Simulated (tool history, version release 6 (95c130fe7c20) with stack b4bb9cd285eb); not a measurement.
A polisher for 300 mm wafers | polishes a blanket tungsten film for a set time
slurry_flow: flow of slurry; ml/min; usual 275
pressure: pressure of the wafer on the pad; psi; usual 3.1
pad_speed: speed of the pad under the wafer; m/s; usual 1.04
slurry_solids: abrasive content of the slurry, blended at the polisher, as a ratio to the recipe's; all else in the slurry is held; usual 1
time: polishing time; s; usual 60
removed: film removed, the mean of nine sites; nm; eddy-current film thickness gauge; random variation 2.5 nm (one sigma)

run   hour  slurry_flow  pressure  pad_speed  slurry_solids  time  incoming thickness of the incoming film, nm  removed
  1      0          275       3.1       1.04              1    60                                       1450.4      192
  2   11.6          275       3.1       1.04              1    69                                       1481.3      209
  3   22.6          275       3.1       1.04              1    69                                         1490    208.2
  4   32.8          275       3.1       1.04              1    69                                       1498.6    207.8
      42.6  -- worn pad replaced by a new one
  5   43.3          275       2.3       1.04              1    60                                       1457.4    133.9
  6   56.7          275       2.3       1.04              1    60                                         1460      134
      57.9  -- slurry tank refilled with fresh slurry and peroxide
  7     69          275       2.3       1.04              1    60                                         1499    148.7
  8     76          275       3.1       0.84              1    60                                       1466.7    152.2
      88.2  -- slurry nozzle cleaned
  9   88.7          275       3.1       0.84              1    60                                       1473.3    148.5
 10  101.9          275       3.1       0.84              1    60                                       1468.4      149
     114.6  -- head pressure recalibrated
     121.6  -- worn pad replaced by a new one
 11  122.1          275       3.1       1.04              1    60                                       1483.2    177.6
 12  130.7          275       3.1       1.04              1    60                                       1464.3    175.6
     132.1  -- slurry tank refilled with fresh slurry and peroxide
 13  141.8          275       3.1       1.04              1    60                                       1460.5    191.2
 14    151          275       3.6       1.04            1.2    60                                       1443.6    223.5
 15  167.3          275       3.1       1.04              1    60                                       1476.5    172.4
 16  173.9          275       3.1       1.04            0.8    60                                       1455.3    167.3
     186.1  -- slurry blender recalibrated
 17  186.5          275       3.1       1.04              1    60                                       1462.2    171.6

The next listed run, before its measurement:
     192.6  -- worn pad replaced by a new one
 18  203.7          275       3.1        0.8              1    60                                         1461        ?

{"run 18": {"removed": 128.8}}
Without the tool's hidden state the same run would have given removed 157.3 nm.
